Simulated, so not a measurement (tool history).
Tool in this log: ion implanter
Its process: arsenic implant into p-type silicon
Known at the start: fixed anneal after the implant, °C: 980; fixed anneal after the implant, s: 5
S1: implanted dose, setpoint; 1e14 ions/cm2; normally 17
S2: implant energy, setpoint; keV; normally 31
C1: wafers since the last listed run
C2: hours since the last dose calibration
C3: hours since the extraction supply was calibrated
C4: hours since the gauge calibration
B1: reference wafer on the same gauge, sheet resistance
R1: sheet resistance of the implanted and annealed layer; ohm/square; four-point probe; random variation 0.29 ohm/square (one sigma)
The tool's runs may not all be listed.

| run | hour | S1 | S2 | C1 | C2 | C3 | C4 | B1 | R1 |
|---|---|---|---|---|---|---|---|---|---|
| 1 | 0 | 17 | 34 | 0 | 862.5 | 2426.9 | 1380 | 133.98 | 108.17 |
| 2 | 49.1 | 20.5 | 31 | 1401 | 911.6 | 2476 | 1429.1 | 134 | 108.62 |
| 3 | 115 | 20.5 | 31 | 1880 | 977.5 | 2541.9 | 1495 | 134.14 | 108.31 |
| 4 | 148.8 | 20.5 | 31 | 964 | 1011.3 | 2575.7 | 1528.8 | 134.08 | 108.3 |
| 5 | 217.7 | 17 | 31 | 1966 | 1080.2 | 2644.6 | 1597.7 | 133.94 | 112.91 |
| 6 | 260.6 | 20.48 | 31 | 1224 | 1123.1 | 2687.5 | 1640.6 | 133.99 | 108.07 |
| 7 | 312.2 | 20.48 | 31 | 1472 | 1174.7 | 2739.1 | 1692.2 | 134.1 | 108.17 |
| 8 | 416.4 | 20.48 | 31 | 2973 | 1278.9 | 2843.3 | 1796.4 | 133.96 | 107.93 |
| 9 | 460.7 | 17 | 31 | 1264 | 1323.2 | 2887.6 | 1840.7 | 133.95 | 112.88 |
| 10 | 511.9 | 17 | 31 | 1460 | 1374.4 | 2938.8 | 1891.9 | 133.93 | 112.5 |
| 11 | 578.4 | 17 | 31 | 1897 | 1440.9 | 3005.3 | 1958.4 | 133.99 | 112.02 |
| 12 | 644.5 | 17 | 35 | 1886 | 1507 | 3071.4 | 2024.5 | 134.12 | 106.25 |
| 13 | 713.9 | 18.71 | 31 | 1980 | 1576.4 | 3140.8 | 2093.9 | 133.75 | 109.55 |
| 14 | 738.8 | 18.71 | 31 | 710 | 1601.3 | 3165.7 | 2118.8 | 134.13 | 109.68 |
| 15 | 773 | 18.71 | 31 | 975 | 1635.5 | 3199.9 | 2153 | 134.04 | 109.87 |
| 16 | 818.3 | 13.14 | 31 | 1292 | 1680.8 | 3245.2 | 2198.3 | 133.95 | 121.19 |
|  | 837.9 | gauge calibrated |
| 17 | 864 | 13.14 | 31 | 1304 | 1726.5 | 3290.9 | 26.1 | 134.24 | 120.92 |
| 18 | 907 | 13.14 | 31 | 1227 | 1769.5 | 3333.9 | 69.1 | 134.05 | 121.25 |
| 19 | 937.7 | 17 | 31 | 876 | 1800.2 | 3364.6 | 99.8 | 133.99 | 111.87 |
| 20 | 1007.3 | 20.94 | 24.5 | 1986 | 1869.8 | 3434.2 | 169.4 | 133.93 | 121 |
| 21 | 1036.1 | 12.04 | 26 | 821 | 1898.6 | 3463 | 198.2 | 133.91 | 134.58 |
| 22 | 1102.9 | 17 | 31 | 1906 | 1965.4 | 3529.8 | 265 | 134.05 | 112.59 |
| 23 | 1137.3 | 21.07 | 31 | 981 | 1999.8 | 3564.2 | 299.4 | 134.11 | 107.1 |
|  | 1180.7 | extraction supply calibrated |
| 24 | 1192.4 | 20.48 | 31 | 1344 | 2054.9 | 11.7 | 354.5 | 134.04 | 109.15 |
| 25 | 1405 | 14.04 | 36.5 | 6066 | 2267.5 | 224.3 | 567.1 | 133.78 | 112.11 |
| 26 | 1443.7 | 15.13 | 22 | 1104 | 2306.2 | 263 | 605.8 | 134.02 | 138.13 |
| 27 | 1649.6 | 17 | 31 | 5875 | 2512.1 | 468.9 | 811.7 | 133.98 | 113.96 |
| 28 | 1677.5 | 19.78 | 38 | 796 | 2540 | 496.8 | 839.6 | 133.94 | 98.48 |
|  | 1702.6 | Faraday cup replaced and dose calibrated |
| 29 | 1746.6 | 15.13 | 28 | 1743 | 44 | 565.9 | 908.7 | 134.03 | 123.79 |
| 30 | 1802.2 | 17 | 31 | 1586 | 99.6 | 621.5 | 964.3 | 134.04 | 113.67 |
| 31 | 1853.5 | 13.51 | 36 | 1463 | 150.9 | 672.8 | 1015.6 | 133.97 | 114.05 |
| 32 | 1913.9 | 14.16 | 42 | 1723 | 211.3 | 733.2 | 1076 | 134.08 | 104.93 |
| 33 | 1959.3 | 21.11 | 21 | 1295 | 256.7 | 778.6 | 1121.4 | 134.08 | 133.63 |
| 34 | 2013.5 | 13.05 | 35 | 1546 | 310.9 | 832.8 | 1175.6 | 133.95 | 117.01 |
| 35 | 2071.9 | 12.49 | 35 | 1666 | 369.3 | 891.2 | 1234 | 134.08 | 119.19 |
| 36 | 2133.2 | 12.21 | 40 | 1749 | 430.6 | 952.5 | 1295.3 | 134.05 | 113.98 |
| 37 | 2183.7 | 17 | 38 | 1441 | 481.1 | 1003 | 1345.8 | 134.1 | 103.04 |

What will run 38 give?
| 38 | 2217.6 | 13.31 | 40.5 | 967 | 515 | 1036.9 | 1379.7 | ? | ? |

B1: 134
R1: 109.09 ohm/square
Minus the tool's unlogged condition, the same run would have read R1 109.39 ohm/square.
